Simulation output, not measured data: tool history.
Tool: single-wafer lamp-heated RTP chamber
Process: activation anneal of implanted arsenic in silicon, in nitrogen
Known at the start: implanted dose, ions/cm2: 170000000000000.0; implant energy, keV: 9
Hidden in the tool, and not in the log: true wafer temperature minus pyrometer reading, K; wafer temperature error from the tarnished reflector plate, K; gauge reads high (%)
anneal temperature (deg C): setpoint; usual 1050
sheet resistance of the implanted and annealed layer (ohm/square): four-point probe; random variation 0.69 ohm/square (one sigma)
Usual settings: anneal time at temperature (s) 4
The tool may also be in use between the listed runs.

run	hour	anneal temperature (deg C)	anneal time at temperature (s)	wafers since the last listed run	wafers since the last pyrometer calibration	wafers since the reflector plate was cleaned	hours since the gauge calibration	read-back reference wafer on the same gauge, sheet resistance	sheet resistance of the implanted and annealed layer (ohm/square)
1	0	1050	4	0	1199	6304	497.5	427.34	462.13
2	16.8	1050	4	210	1410	6514	514.3	427.04	459.84
3	27.1	1050	4	128	1539	6643	524.6	427.14	461.11
4	40	1050	4	161	1700	6805	537.5	426.92	461.64
5	53.5	1050	6	168	1869	6974	551	426.84	458.5
6	60.6	1050	6	88	1958	7063	558.1	426.79	456.71
7	67.8	1059	6	90	2048	7153	565.3	426.71	454.39
8	82.5	1050	4	183	2232	7337	580	426.57	460.92
9	89.4	1050	4	86	2318	7423	586.9	426.83	460.87
10	97.5	1057	4	101	2420	7525	595	426.44	459.66
11	108.7	1065	4	140	2560	7665	606.2	426.39	457.97
# hour 128.7: pyrometer window cleaned and pyrometer calibrated
12	129.2	1065	4	156	6	7821	626.7	426.29	458.11
# hour 141.5: reflector plate cleaned
13	142	1065	4	60	66	6	639.5	426	458.41
14	148.8	1050	4	85	151	91	646.3	425.95	460.28
15	164.4	1050	4	195	346	286	661.9	426.07	460.7
16	181.1	1050	4	209	555	495	678.6	425.8	459.71
17	193.3	1042	6	152	708	648	690.8	425.45	459.28
18	200.2	1062	4	86	794	734	697.7	425.41	457.38
19	211.8	1059	5	145	939	880	709.3	425.39	456.29
20	219.5	1078	3	96	1036	976	717	425.28	457.06
21	229.7	1027	3	127	1163	1104	727.2	425.3	463.71
# hour 241.4: gauge calibrated
22	243	1050	4	166	1330	1270	1.6	429.25	463.35
23	254.1	1038	4	138	1469	1409	12.7	429.27	463.92
24	298.1	1060	4	550	2019	1960	56.7	429.48	461.34
25	310.4	1035	4	153	2173	2114	69	429.57	464.29
26	325.4	1079	4	187	2361	2301	84	429.23	458.11
27	339.2	1026	3	172	2534	2474	97.8	429.36	468.28
28	351.4	1036	3	152	2687	2627	110	429.35	466.68
# hour 369.9: pyrometer window cleaned and pyrometer calibrated
29	370.4	1062	4	137	6	2765	129	429.36	462.06
30	378	1072	6	95	101	2860	136.6	429.2	454.45
31	390.5	1050	4	156	258	3016	149.1	429.03	463.56
32	398.4	1050	4	98	357	3115	157	429.03	463.84
33	406.9	1041	3	106	463	3221	165.5	429.23	465.9
34	424	1050	4	214	677	3435	182.6	429.04	463.73
35	439	1042	4	187	865	3623	197.6	428.7	464.57
36	451.7	1050	4	158	1024	3782	210.3	429.26	462.99
37	479.6	1050	4	349	1373	4131	238.2	428.77	463.1

4 ways to go on from here, each from the tool as it stands after run 37. What would each give?
A	480	1072	4	5	1378	4136	238.6	?	?
B	480	1064	3	5	1378	4136	238.6	?	?
C	480	1024	5	5	1378	4136	238.6	?	?
D	480	1069	3	5	1378	4136	238.6	?	?

run	read-back reference wafer on the same gauge, sheet resistance	sheet resistance of the implanted and annealed layer (ohm/square)
A	428.72	459.88
B	428.72	463.55
C	428.72	466.08
D	428.72	462.73
Without the tool's hidden state the same runs would have given:
run	sheet resistance of the implanted and annealed layer (ohm/square)
A	460.01
B	463.68
C	466.21
D	462.86
